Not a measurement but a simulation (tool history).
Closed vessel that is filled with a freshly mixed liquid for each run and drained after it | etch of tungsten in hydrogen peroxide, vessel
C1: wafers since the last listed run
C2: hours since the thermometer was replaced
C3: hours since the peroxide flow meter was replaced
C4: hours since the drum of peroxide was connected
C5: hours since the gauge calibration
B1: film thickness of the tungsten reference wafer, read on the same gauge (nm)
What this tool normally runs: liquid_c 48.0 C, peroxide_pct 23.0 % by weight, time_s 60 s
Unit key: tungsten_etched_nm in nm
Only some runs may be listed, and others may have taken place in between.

Run 1, hour 0.0: usual settings but time_s 35 s; C1 0; C2 1489.1; C3 1869.6; C4 311.7; C5 398.0; B1 80.00. Result: tungsten_etched_nm 46.89 nm.
Run 2, hour 16.5: usual settings; C1 2453; C2 1505.6; C3 1886.1; C4 328.2; C5 414.5; B1 80.01. Result: tungsten_etched_nm 80.23 nm.
Run 3, hour 30.5: usual settings; C1 2081; C2 1519.6; C3 1900.1; C4 342.2; C5 428.5; B1 80.01. Result: tungsten_etched_nm 80.00 nm.
Run 4, hour 48.6: usual settings but peroxide_pct 25.0 % by weight; C1 2691; C2 1537.7; C3 1918.2; C4 360.3; C5 446.6; B1 79.96. Result: tungsten_etched_nm 82.88 nm.
At hour 63.5: new drum of peroxide connected.
Run 5, hour 77.9: usual settings but peroxide_pct 25.0 % by weight; C1 4207; C2 1567.0; C3 1947.5; C4 14.4; C5 475.9; B1 80.01. Result: tungsten_etched_nm 86.63 nm.
Run 6, hour 90.2: usual settings but peroxide_pct 20.0 % by weight, time_s 70 s; C1 1828; C2 1579.3; C3 1959.8; C4 26.7; C5 488.2; B1 80.01. Result: tungsten_etched_nm 88.72 nm.
Run 7, hour 97.3: usual settings; C1 1055; C2 1586.4; C3 1966.9; C4 33.8; C5 495.3; B1 80.03. Result: tungsten_etched_nm 81.69 nm.
Run 8, hour 106.7: usual settings; C1 1397; C2 1595.8; C3 1976.3; C4 43.2; C5 504.7; B1 79.99. Result: tungsten_etched_nm 81.10 nm.
Run 9, hour 118.6: usual settings but peroxide_pct 27.5 % by weight; C1 1769; C2 1607.7; C3 1988.2; C4 55.1; C5 516.6; B1 80.02. Result: tungsten_etched_nm 88.91 nm.
Run 10, hour 131.1: usual settings; C1 1858; C2 1620.2; C3 2000.7; C4 67.6; C5 529.1; B1 80.03. Result: tungsten_etched_nm 82.26 nm.
At hour 141.0: peroxide flow meter replaced.
Run 11, hour 147.8: usual settings; C1 2334; C2 1636.9; C3 6.8; C4 84.3; C5 545.8; B1 80.02. Result: tungsten_etched_nm 81.76 nm.
Run 12, hour 164.1: usual settings; C1 2423; C2 1653.2; C3 23.1; C4 100.6; C5 562.1; B1 80.00. Result: tungsten_etched_nm 81.65 nm.
Run 13, hour 173.8: usual settings but liquid_c 51.5 C, peroxide_pct 26.0 % by weight, time_s 50 s; C1 1442; C2 1662.9; C3 32.8; C4 110.3; C5 571.8; B1 80.01. Result: tungsten_etched_nm 87.79 nm.
Run 14, hour 180.9: usual settings but time_s 30 s; C1 1055; C2 1670.0; C3 39.9; C4 117.4; C5 578.9; B1 80.00. Result: tungsten_etched_nm 40.44 nm.
At hour 188.0: thermometer replaced.
Run 15, hour 193.1: usual settings but liquid_c 51.0 C, time_s 90 s; C1 1665; C2 5.1; C3 52.1; C4 129.6; C5 591.1; B1 80.01. Result: tungsten_etched_nm 164.42 nm.
Run 16, hour 199.6: usual settings but peroxide_pct 19.0 % by weight; C1 966; C2 11.6; C3 58.6; C4 136.1; C5 597.6; B1 80.00. Result: tungsten_etched_nm 81.06 nm.
Run 17, hour 215.3: usual settings but liquid_c 42.5 C, peroxide_pct 16.5 % by weight, time_s 40 s; C1 2334; C2 27.3; C3 74.3; C4 151.8; C5 613.3; B1 80.00. Result: tungsten_etched_nm 35.41 nm.
At hour 219.1: gauge calibrated.
Run 18, hour 222.3: usual settings but liquid_c 44.0 C, peroxide_pct 20.0 % by weight, time_s 70 s; C1 1040; C2 34.3; C3 81.3; C4 158.8; C5 3.2; B1 79.99. Result: tungsten_etched_nm 76.61 nm.
Run 19, hour 229.2: usual settings but time_s 90 s; C1 1025; C2 41.2; C3 88.2; C4 165.7; C5 10.1; B1 79.98. Result: tungsten_etched_nm 133.70 nm.
Run 20, hour 239.4: usual settings but peroxide_pct 17.0 % by weight, time_s 40 s; C1 1516; C2 51.4; C3 98.4; C4 175.9; C5 20.3; B1 79.99. Result: tungsten_etched_nm 51.53 nm.
Run 21, hour 248.0: usual settings but liquid_c 51.0 C, peroxide_pct 26.5 % by weight, time_s 85 s; C1 1278; C2 60.0; C3 107.0; C4 184.5; C5 28.9; B1 80.01. Result: tungsten_etched_nm 164.56 nm.
Run 22, hour 262.0: usual settings but liquid_c 52.0 C, time_s 35 s; C1 2081; C2 74.0; C3 121.0; C4 198.5; C5 42.9; B1 80.01. Result: tungsten_etched_nm 67.37 nm.
Run 23, hour 273.1: usual settings; C1 1650; C2 85.1; C3 132.1; C4 209.6; C5 54.0; B1 79.99. Result: tungsten_etched_nm 89.28 nm.
Run 24, hour 289.0: usual settings but liquid_c 51.5 C, peroxide_pct 26.0 % by weight, time_s 50 s; C1 2364; C2 101.0; C3 148.0; C4 225.5; C5 69.9; B1 80.00. Result: tungsten_etched_nm 97.67 nm.
Run 25, hour 295.2: usual settings; C1 921; C2 107.2; C3 154.2; C4 231.7; C5 76.1; B1 79.99. Result: tungsten_etched_nm 89.38 nm.
Run 26, hour 309.9: usual settings; C1 2185; C2 121.9; C3 168.9; C4 246.4; C5 90.8; B1 80.00. Result: tungsten_etched_nm 89.42 nm.
Run 27, hour 316.6: usual settings; C1 996; C2 128.6; C3 175.6; C4 253.1; C5 97.5; B1 80.04. Result: tungsten_etched_nm 88.22 nm.
Run 28, hour 325.2: usual settings but liquid_c 56.0 C, peroxide_pct 18.0 % by weight, time_s 70 s; C1 1278; C2 137.2; C3 184.2; C4 261.7; C5 106.1; B1 80.01. Result: tungsten_etched_nm 148.25 nm.
Run 29, hour 371.6: usual settings but liquid_c 55.5 C, peroxide_pct 20.0 % by weight; C1 6898; C2 183.6; C3 230.6; C4 308.1; C5 152.5; B1 80.00. Result: tungsten_etched_nm 130.02 nm.

Hidden state or all else? Some run-to-run changes of tungsten_etched_nm, split into what the settings, what came in and random variation would give without the hidden state, and what is left for the hidden state (with any gauge scatter that isn't in both results):
Unlogged tool condition in this case: liquid colder than its thermometer reads (K); peroxide flow below the setpoint (%); peroxide weaker than its label (%); gauge reads high (%).
Run 1 -> 2: time_s 35 -> 60. tungsten_etched_nm +33.34 nm: hidden state -5.12, all else +38.46.
Run 13 -> 14: liquid_c 51.5 -> 48.0, peroxide_pct 26.0 -> 23.0, time_s 50 -> 30. tungsten_etched_nm -47.35 nm: hidden state +6.34, all else -53.69.
Run 14 -> 15: liquid_c 48.0 -> 51.0, time_s 30 -> 90, thermometer replaced. tungsten_etched_nm +123.98 nm: hidden state +2.14, all else +121.84.
Run 20 -> 21: liquid_c 48.0 -> 51.0, peroxide_pct 17.0 -> 26.5, time_s 40 -> 85. tungsten_etched_nm +113.03 nm: hidden state -3.48, all else +116.51.

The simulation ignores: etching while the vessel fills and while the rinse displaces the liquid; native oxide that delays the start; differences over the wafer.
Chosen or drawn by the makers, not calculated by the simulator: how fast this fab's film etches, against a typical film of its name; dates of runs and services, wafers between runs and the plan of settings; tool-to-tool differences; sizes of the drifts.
